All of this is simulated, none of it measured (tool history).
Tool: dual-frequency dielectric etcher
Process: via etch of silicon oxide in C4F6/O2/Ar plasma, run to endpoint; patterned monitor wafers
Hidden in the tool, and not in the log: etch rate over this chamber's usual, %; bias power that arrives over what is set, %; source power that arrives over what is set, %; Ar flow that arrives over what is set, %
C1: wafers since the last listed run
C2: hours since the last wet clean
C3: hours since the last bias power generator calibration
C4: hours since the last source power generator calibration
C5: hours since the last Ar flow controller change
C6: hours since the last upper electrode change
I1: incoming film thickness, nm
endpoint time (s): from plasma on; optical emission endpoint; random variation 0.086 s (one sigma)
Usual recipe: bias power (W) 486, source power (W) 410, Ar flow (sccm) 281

run 1 hour=0 | bias_power_(W)=486 source_power_(W)=410 Ar_flow_(sccm)=281 | C1=0 C2=516.5 C3=3091.7 C4=2141.6 C5=3541.9 C6=2849.9 | I1=78.5 | endpoint_time_(s)=17.3
-- hour=40.3 upper electrode replaced
run 2 hour=40.8 | bias_power_(W)=486 source_power_(W)=410 Ar_flow_(sccm)=308 | C1=297 C2=557.3 C3=3132.5 C4=2182.4 C5=3582.7 C6=0.5 | I1=78 | endpoint_time_(s)=17.4
run 3 hour=41.2 | bias_power_(W)=486 source_power_(W)=410 Ar_flow_(sccm)=281 | C1=7 C2=557.7 C3=3132.9 C4=2182.8 C5=3583.1 C6=0.9 | I1=78.1 | endpoint_time_(s)=17.2
run 4 hour=44.9 | bias_power_(W)=486 source_power_(W)=410 Ar_flow_(sccm)=281 | C1=65 C2=561.4 C3=3136.6 C4=2186.5 C5=3586.8 C6=4.6 | I1=77.7 | endpoint_time_(s)=17.1
run 5 hour=56.7 | bias_power_(W)=486 source_power_(W)=410 Ar_flow_(sccm)=281 | C1=208 C2=573.2 C3=3148.4 C4=2198.3 C5=3598.6 C6=16.4 | I1=77.8 | endpoint_time_(s)=17.2
run 6 hour=71 | bias_power_(W)=486 source_power_(W)=410 Ar_flow_(sccm)=281 | C1=253 C2=587.5 C3=3162.7 C4=2212.6 C5=3612.9 C6=30.7 | I1=77.6 | endpoint_time_(s)=17.3
run 7 hour=85.4 | bias_power_(W)=486 source_power_(W)=360 Ar_flow_(sccm)=281 | C1=254 C2=601.9 C3=3177.1 C4=2227 C5=3627.3 C6=45.1 | I1=77.4 | endpoint_time_(s)=18.3
run 8 hour=92.5 | bias_power_(W)=486 source_power_(W)=360 Ar_flow_(sccm)=281 | C1=125 C2=609 C3=3184.2 C4=2234.1 C5=3634.4 C6=52.2 | I1=77.4 | endpoint_time_(s)=18.4
run 9 hour=103.1 | bias_power_(W)=438 source_power_(W)=410 Ar_flow_(sccm)=303 | C1=187 C2=619.6 C3=3194.8 C4=2244.7 C5=3645 C6=62.8 | I1=77.7 | endpoint_time_(s)=18.1
-- hour=120.4 Ar flow controller replaced
run 10 hour=120.9 | bias_power_(W)=486 source_power_(W)=410 Ar_flow_(sccm)=281 | C1=208 C2=637.4 C3=3212.6 C4=2262.5 C5=0.5 C6=80.6 | I1=77.6 | endpoint_time_(s)=17.1
run 11 hour=132 | bias_power_(W)=401 source_power_(W)=350 Ar_flow_(sccm)=335 | C1=196 C2=648.5 C3=3223.7 C4=2273.6 C5=11.6 C6=91.7 | I1=77.4 | endpoint_time_(s)=20.8
-- hour=150.1 bias power generator calibrated
-- hour=166.6 wet clean of the chamber
run 12 hour=167.1 | bias_power_(W)=486 source_power_(W)=410 Ar_flow_(sccm)=325 | C1=258 C2=0.5 C3=17 C4=2308.7 C5=46.7 C6=126.8 | I1=78.3 | endpoint_time_(s)=16.8
run 13 hour=167.4 | bias_power_(W)=486 source_power_(W)=410 Ar_flow_(sccm)=341 | C1=5 C2=0.8 C3=17.3 C4=2309 C5=47 C6=127.1 | I1=77.2 | endpoint_time_(s)=16.8
run 14 hour=167.7 | bias_power_(W)=557 source_power_(W)=410 Ar_flow_(sccm)=257 | C1=5 C2=1.1 C3=17.6 C4=2309.3 C5=47.3 C6=127.4 | I1=78.2 | endpoint_time_(s)=15.4
-- hour=177.5 source power generator calibrated
run 15 hour=178.3 | bias_power_(W)=486 source_power_(W)=410 Ar_flow_(sccm)=281 | C1=116 C2=11.7 C3=28.2 C4=0.8 C5=57.9 C6=138 | I1=77.9 | endpoint_time_(s)=16.5
run 16 hour=187.1 | bias_power_(W)=401 source_power_(W)=440 Ar_flow_(sccm)=281 | C1=155 C2=20.5 C3=37 C4=9.6 C5=66.7 C6=146.8 | I1=77.9 | endpoint_time_(s)=17.3
run 17 hour=202.8 | bias_power_(W)=368 source_power_(W)=330 Ar_flow_(sccm)=308 | C1=277 C2=36.2 C3=52.7 C4=25.3 C5=82.4 C6=162.5 | I1=77 | endpoint_time_(s)=21.3
run 18 hour=216.3 | bias_power_(W)=375 source_power_(W)=410 Ar_flow_(sccm)=341 | C1=238 C2=49.7 C3=66.2 C4=38.8 C5=95.9 C6=176 | I1=78 | endpoint_time_(s)=19.1
run 19 hour=224.2 | bias_power_(W)=372 source_power_(W)=440 Ar_flow_(sccm)=221 | C1=139 C2=57.6 C3=74.1 C4=46.7 C5=103.8 C6=183.9 | I1=77.7 | endpoint_time_(s)=17.5
run 20 hour=241 | bias_power_(W)=574 source_power_(W)=470 Ar_flow_(sccm)=229 | C1=297 C2=74.4 C3=90.9 C4=63.5 C5=120.6 C6=200.7 | I1=78.5 | endpoint_time_(s)=14.1
run 21 hour=248.8 | bias_power_(W)=486 source_power_(W)=510 Ar_flow_(sccm)=215 | C1=138 C2=82.2 C3=98.7 C4=71.3 C5=128.4 C6=208.5 | I1=78.3 | endpoint_time_(s)=14.5
run 22 hour=259.2 | bias_power_(W)=574 source_power_(W)=470 Ar_flow_(sccm)=229 | C1=184 C2=92.6 C3=109.1 C4=81.7 C5=138.8 C6=218.9 | I1=77.8 | endpoint_time_(s)=14
run 23 hour=272.7 | bias_power_(W)=486 source_power_(W)=410 Ar_flow_(sccm)=281 | C1=238 C2=106.1 C3=122.6 C4=95.2 C5=152.3 C6=232.4 | I1=77.2 | endpoint_time_(s)=16.5
run 24 hour=279 | bias_power_(W)=432 source_power_(W)=410 Ar_flow_(sccm)=346 | C1=111 C2=112.4 C3=128.9 C4=101.5 C5=158.6 C6=238.7 | I1=77.7 | endpoint_time_(s)=17.8
run 25 hour=296.6 | bias_power_(W)=449 source_power_(W)=320 Ar_flow_(sccm)=281 | C1=311 C2=130 C3=146.5 C4=119.1 C5=176.2 C6=256.3 | I1=77.8 | endpoint_time_(s)=19.7
run 26 hour=325 | bias_power_(W)=486 source_power_(W)=410 Ar_flow_(sccm)=281 | C1=502 C2=158.4 C3=174.9 C4=147.5 C5=204.6 C6=284.7 | I1=78.2 | endpoint_time_(s)=16.8
run 27 hour=338.9 | bias_power_(W)=594 source_power_(W)=340 Ar_flow_(sccm)=235 | C1=246 C2=172.3 C3=188.8 C4=161.4 C5=218.5 C6=298.6 | I1=78.2 | endpoint_time_(s)=16.6
run 28 hour=346.8 | bias_power_(W)=486 source_power_(W)=510 Ar_flow_(sccm)=215 | C1=139 C2=180.2 C3=196.7 C4=169.3 C5=226.4 C6=306.5 | I1=77.9 | endpoint_time_(s)=14.6
run 29 hour=355.4 | bias_power_(W)=540 source_power_(W)=340 Ar_flow_(sccm)=242 | C1=152 C2=188.8 C3=205.3 C4=177.9 C5=235 C6=315.1 | I1=77 | endpoint_time_(s)=17

Branching from run 29: 4 alternative next runs. What would each branch give?
run A hour=355.8 | bias_power_(W)=486 source_power_(W)=410 Ar_flow_(sccm)=348 | C1=7 C2=189.2 C3=205.7 C4=178.3 C5=235.4 C6=315.5 | I1=77.4 | endpoint_time_(s)=?
run B hour=355.8 | bias_power_(W)=486 source_power_(W)=330 Ar_flow_(sccm)=330 | C1=7 C2=189.2 C3=205.7 C4=178.3 C5=235.4 C6=315.5 | I1=77.4 | endpoint_time_(s)=?
run C hour=355.8 | bias_power_(W)=565 source_power_(W)=410 Ar_flow_(sccm)=281 | C1=7 C2=189.2 C3=205.7 C4=178.3 C5=235.4 C6=315.5 | I1=77.4 | endpoint_time_(s)=?
run D hour=355.8 | bias_power_(W)=383 source_power_(W)=330 Ar_flow_(sccm)=281 | C1=7 C2=189.2 C3=205.7 C4=178.3 C5=235.4 C6=315.5 | I1=77.4 | endpoint_time_(s)=?

run=A endpoint_time_(s)=17
run=B endpoint_time_(s)=19
run=C endpoint_time_(s)=15.5
run=D endpoint_time_(s)=20.7
Stripped of hidden state, with their random variation kept, the same runs would have yielded:
run=A endpoint_time_(s)=16.7
run=B endpoint_time_(s)=18.6
run=C endpoint_time_(s)=15.2
run=D endpoint_time_(s)=20.4
